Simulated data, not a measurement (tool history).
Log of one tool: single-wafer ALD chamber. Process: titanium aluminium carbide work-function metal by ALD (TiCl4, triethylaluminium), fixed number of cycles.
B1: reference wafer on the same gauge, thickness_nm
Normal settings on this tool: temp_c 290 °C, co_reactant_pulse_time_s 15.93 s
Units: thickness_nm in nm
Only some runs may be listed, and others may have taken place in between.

{"run": 1, "hour": 0.0, "temp_c": 290, "co_reactant_pulse_time_s": 19.88, "B1": 1.992, "thickness_nm": 1.818}
{"run": 2, "hour": 17.5, "temp_c": 290, "co_reactant_pulse_time_s": 15.93, "B1": 1.988, "thickness_nm": 1.788}
{"run": 3, "hour": 37.0, "temp_c": 290, "co_reactant_pulse_time_s": 15.93, "B1": 1.996, "thickness_nm": 1.792}
{"run": 4, "hour": 70.7, "temp_c": 290, "co_reactant_pulse_time_s": 15.93, "B1": 1.991, "thickness_nm": 1.802}
{"run": 5, "hour": 87.7, "temp_c": 290, "co_reactant_pulse_time_s": 15.93, "B1": 1.992, "thickness_nm": 1.796}
{"run": 6, "hour": 111.5, "temp_c": 290, "co_reactant_pulse_time_s": 15.93, "B1": 1.994, "thickness_nm": 1.794}
{"run": 7, "hour": 137.5, "temp_c": 290, "co_reactant_pulse_time_s": 15.93, "B1": 1.993, "thickness_nm": 1.796}
{"run": 8, "hour": 160.1, "temp_c": 290, "co_reactant_pulse_time_s": 15.93, "B1": 1.989, "thickness_nm": 1.803}
{"run": 9, "hour": 188.3, "temp_c": 290, "co_reactant_pulse_time_s": 15.93, "B1": 1.987, "thickness_nm": 1.811}
{"hour": 214.5, "done": "gauge calibrated"}
{"run": 10, "hour": 221.1, "temp_c": 300, "co_reactant_pulse_time_s": 13.0, "B1": 1.99, "thickness_nm": 1.881}
{"run": 11, "hour": 243.6, "temp_c": 300, "co_reactant_pulse_time_s": 13.0, "B1": 1.989, "thickness_nm": 1.871}
{"run": 12, "hour": 272.4, "temp_c": 300, "co_reactant_pulse_time_s": 13.0, "B1": 1.989, "thickness_nm": 1.888}
{"run": 13, "hour": 289.9, "temp_c": 290, "co_reactant_pulse_time_s": 15.93, "B1": 1.989, "thickness_nm": 1.808}
{"run": 14, "hour": 310.2, "temp_c": 290, "co_reactant_pulse_time_s": 15.93, "B1": 1.987, "thickness_nm": 1.81}
{"hour": 331.4, "done": "triethylaluminium bottle replaced"}
{"run": 15, "hour": 332.5, "temp_c": 278, "co_reactant_pulse_time_s": 20.2, "B1": 1.989, "thickness_nm": 1.695}
{"run": 16, "hour": 365.4, "temp_c": 279, "co_reactant_pulse_time_s": 15.93, "B1": 1.992, "thickness_nm": 1.691}
{"run": 17, "hour": 469.3, "temp_c": 301, "co_reactant_pulse_time_s": 15.93, "B1": 1.986, "thickness_nm": 1.923}
{"run": 18, "hour": 487.3, "temp_c": 300, "co_reactant_pulse_time_s": 19.98, "B1": 1.995, "thickness_nm": 1.894}
{"hour": 526.3, "done": "thermocouple changed; heater temperature recalibrated"}
{"run": 19, "hour": 569.8, "temp_c": 290, "co_reactant_pulse_time_s": 15.93, "B1": 1.991, "thickness_nm": 1.801}
{"run": 20, "hour": 582.7, "temp_c": 277, "co_reactant_pulse_time_s": 18.29, "B1": 1.994, "thickness_nm": 1.682}
{"run": 21, "hour": 617.6, "temp_c": 290, "co_reactant_pulse_time_s": 15.93, "B1": 1.991, "thickness_nm": 1.801}
{"run": 22, "hour": 651.5, "temp_c": 283, "co_reactant_pulse_time_s": 11.65, "B1": 1.985, "thickness_nm": 1.722}
{"run": 23, "hour": 665.4, "temp_c": 290, "co_reactant_pulse_time_s": 20.87, "B1": 1.99, "thickness_nm": 1.813}
{"hour": 700.4, "done": "showerhead replaced"}
{"run": 24, "hour": 700.9, "temp_c": 278, "co_reactant_pulse_time_s": 13.42, "B1": 1.991, "thickness_nm": 1.678}
{"run": 25, "hour": 717.1, "temp_c": 290, "co_reactant_pulse_time_s": 15.93, "B1": 1.992, "thickness_nm": 1.795}
{"hour": 748.6, "done": "gauge calibrated"}
{"run": 26, "hour": 751.7, "temp_c": 282, "co_reactant_pulse_time_s": 17.89, "B1": 1.989, "thickness_nm": 1.738}
{"run": 27, "hour": 773.8, "temp_c": 290, "co_reactant_pulse_time_s": 15.93, "B1": 1.992, "thickness_nm": 1.796}
{"run": 28, "hour": 793.5, "temp_c": 290, "co_reactant_pulse_time_s": 13.73, "B1": 1.992, "thickness_nm": 1.793}
{"run": 29, "hour": 824.7, "temp_c": 297, "co_reactant_pulse_time_s": 21.91, "B1": 1.99, "thickness_nm": 1.867}
{"run": 30, "hour": 843.8, "temp_c": 298, "co_reactant_pulse_time_s": 12.57, "B1": 1.989, "thickness_nm": 1.874}
{"run": 31, "hour": 873.8, "temp_c": 285, "co_reactant_pulse_time_s": 15.93, "B1": 1.989, "thickness_nm": 1.762}
{"run": 32, "hour": 887.0, "temp_c": 290, "co_reactant_pulse_time_s": 15.93, "B1": 1.989, "thickness_nm": 1.803}
{"run": 33, "hour": 920.6, "temp_c": 300, "co_reactant_pulse_time_s": 22.22, "B1": 1.99, "thickness_nm": 1.917}

Branching from run 33: 4 alternative next runs. What would each branch give?
{"run": "A", "hour": 921.0, "temp_c": 290, "co_reactant_pulse_time_s": 12.2, "B1": "?", "thickness_nm": "?"}
{"run": "B", "hour": 921.0, "temp_c": 290, "co_reactant_pulse_time_s": 13.48, "B1": "?", "thickness_nm": "?"}
{"run": "C", "hour": 921.0, "temp_c": 290, "co_reactant_pulse_time_s": 17.55, "B1": "?", "thickness_nm": "?"}
{"run": "D", "hour": 921.0, "temp_c": 290, "co_reactant_pulse_time_s": 22.07, "B1": "?", "thickness_nm": "?"}

run=A B1=1.994 thickness_nm=1.781
run=B B1=1.994 thickness_nm=1.788
run=C B1=1.994 thickness_nm=1.799
run=D B1=1.994 thickness_nm=1.803
Stripped of hidden state, with their random variation kept, the same runs would have yielded:
run=A thickness_nm=1.781
run=B thickness_nm=1.788
run=C thickness_nm=1.799
run=D thickness_nm=1.803
